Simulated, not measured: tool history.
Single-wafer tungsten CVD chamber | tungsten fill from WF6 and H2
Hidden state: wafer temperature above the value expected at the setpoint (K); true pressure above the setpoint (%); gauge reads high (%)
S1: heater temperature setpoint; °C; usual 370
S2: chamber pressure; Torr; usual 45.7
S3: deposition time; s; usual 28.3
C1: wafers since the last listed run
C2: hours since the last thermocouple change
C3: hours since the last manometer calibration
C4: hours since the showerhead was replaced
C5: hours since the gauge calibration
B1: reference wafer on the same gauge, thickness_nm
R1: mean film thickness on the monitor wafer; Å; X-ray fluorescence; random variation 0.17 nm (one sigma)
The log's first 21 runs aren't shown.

{"run": 22, "hour": 264.5, "S1": 370, "S2": 45.7, "S3": 28.3, "C1": 134, "C2": 48.4, "C3": 24.5, "C4": 15.1, "C5": 99.0, "B1": 56.986, "R1": 508.79}
{"run": 23, "hour": 272.0, "S1": 376, "S2": 36.9, "S3": 30.0, "C1": 155, "C2": 55.9, "C3": 32.0, "C4": 22.6, "C5": 106.5, "B1": 57.001, "R1": 576.16}
{"run": 24, "hour": 278.6, "S1": 357, "S2": 34.7, "S3": 28.3, "C1": 137, "C2": 62.5, "C3": 38.6, "C4": 29.2, "C5": 113.1, "B1": 57.014, "R1": 331.22}
{"run": 25, "hour": 291.7, "S1": 375, "S2": 39.3, "S3": 33.2, "C1": 272, "C2": 75.6, "C3": 51.7, "C4": 42.3, "C5": 126.2, "B1": 57.024, "R1": 635.86}
{"run": 26, "hour": 306.3, "S1": 357, "S2": 49.4, "S3": 31.3, "C1": 303, "C2": 90.2, "C3": 66.3, "C4": 56.9, "C5": 140.8, "B1": 57.024, "R1": 418.13}
{"hour": 325.3, "done": "thermocouple changed; heater temperature recalibrated, repeated, since the last time left the tool worse"}
{"run": 27, "hour": 325.8, "S1": 370, "S2": 39.8, "S3": 30.9, "C1": 238, "C2": 0.5, "C3": 85.8, "C4": 76.4, "C5": 160.3, "B1": 56.98, "R1": 574.6}
{"run": 28, "hour": 346.1, "S1": 370, "S2": 45.7, "S3": 28.3, "C1": 421, "C2": 20.8, "C3": 106.1, "C4": 96.7, "C5": 180.6, "B1": 57.019, "R1": 551.33}
{"run": 29, "hour": 355.7, "S1": 384, "S2": 45.7, "S3": 28.3, "C1": 199, "C2": 30.4, "C3": 115.7, "C4": 106.3, "C5": 190.2, "B1": 56.986, "R1": 766.12}
{"run": 30, "hour": 367.0, "S1": 359, "S2": 50.1, "S3": 23.8, "C1": 234, "C2": 41.7, "C3": 127.0, "C4": 117.6, "C5": 201.5, "B1": 57.007, "R1": 365.8}
{"run": 31, "hour": 383.7, "S1": 355, "S2": 52.2, "S3": 28.3, "C1": 346, "C2": 58.4, "C3": 143.7, "C4": 134.3, "C5": 218.2, "B1": 57.035, "R1": 400.54}
{"run": 32, "hour": 400.4, "S1": 356, "S2": 51.8, "S3": 24.9, "C1": 346, "C2": 75.1, "C3": 160.4, "C4": 151.0, "C5": 234.9, "B1": 56.976, "R1": 361.23}
{"run": 33, "hour": 427.5, "S1": 380, "S2": 45.7, "S3": 25.9, "C1": 562, "C2": 102.2, "C3": 187.5, "C4": 178.1, "C5": 262.0, "B1": 57.004, "R1": 642.38}
{"run": 34, "hour": 440.7, "S1": 370, "S2": 45.7, "S3": 28.3, "C1": 274, "C2": 115.4, "C3": 200.7, "C4": 191.3, "C5": 275.2, "B1": 57.032, "R1": 554.62}
{"run": 35, "hour": 449.1, "S1": 370, "S2": 45.7, "S3": 28.3, "C1": 174, "C2": 123.8, "C3": 209.1, "C4": 199.7, "C5": 283.6, "B1": 56.992, "R1": 557.08}

3 ways to go on from here, each from the tool as it stands after run 35. What would each give?
{"run": "A", "hour": 449.5, "S1": 370, "S2": 45.7, "S3": 28.3, "C1": 8, "C2": 124.2, "C3": 209.5, "C4": 200.1, "C5": 284.0, "B1": "?", "R1": "?"}
{"run": "B", "hour": 449.5, "S1": 370, "S2": 37.6, "S3": 28.3, "C1": 8, "C2": 124.2, "C3": 209.5, "C4": 200.1, "C5": 284.0, "B1": "?", "R1": "?"}
{"run": "C", "hour": 449.5, "S1": 370, "S2": 52.4, "S3": 28.3, "C1": 8, "C2": 124.2, "C3": 209.5, "C4": 200.1, "C5": 284.0, "B1": "?", "R1": "?"}

run=A B1=56.970 R1=553.86
run=B B1=56.970 R1=514.50
run=C B1=56.970 R1=583.78
Without the tool's hidden state the same runs would have given:
run=A R1=552.42
run=B R1=513.16
run=C R1=582.26
